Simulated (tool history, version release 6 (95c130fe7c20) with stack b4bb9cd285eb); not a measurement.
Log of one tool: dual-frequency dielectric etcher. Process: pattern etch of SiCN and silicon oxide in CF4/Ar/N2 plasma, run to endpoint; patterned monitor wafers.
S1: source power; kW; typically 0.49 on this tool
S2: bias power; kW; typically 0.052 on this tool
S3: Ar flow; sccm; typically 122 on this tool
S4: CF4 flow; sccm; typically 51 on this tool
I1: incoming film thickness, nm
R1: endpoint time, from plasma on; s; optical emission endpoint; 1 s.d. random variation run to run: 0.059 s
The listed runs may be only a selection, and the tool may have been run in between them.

run   hour    S1     S2   S3  S4     I1    R1
  1      0  0.49  0.052  122  51  12.15  15.2
  2   17.1  0.49  0.052  122  51  12.16  15.4
  3   31.4  0.49  0.052  122  51  12.35  15.4
      40.9  -- bias power generator calibrated
  4   41.4  0.59  0.052  122  39  12.27  13.8
  5     51  0.58  0.052   98  60  12.01  12.1
  6   58.9  0.56  0.043  122  45  12.15  15.1
  7   71.7  0.49  0.052  122  51  12.22  15.3
     106.6  -- wet clean of the chamber
  8  107.1  0.49  0.052  122  51   12.3  15.4
  9  107.4  0.49  0.046  122  41  12.13  16.6
 10  113.4  0.38  0.046  109  55  12.08  18.5
 11  125.3  0.49  0.052  122  51  12.28  15.4
     134.1  -- Ar flow controller replaced
 12  139.2  0.49  0.049   97  51  12.25  14.6
 13  152.2  0.59  0.058  101  40  12.28  12.4

Run 14, settings as shown, results not yet in. Your forecast:
 14  167.3  0.49  0.052  106  51  12.09   ?

R1: 14.6 s
Without the tool's hidden state the same run would have given R1 14.6 s.
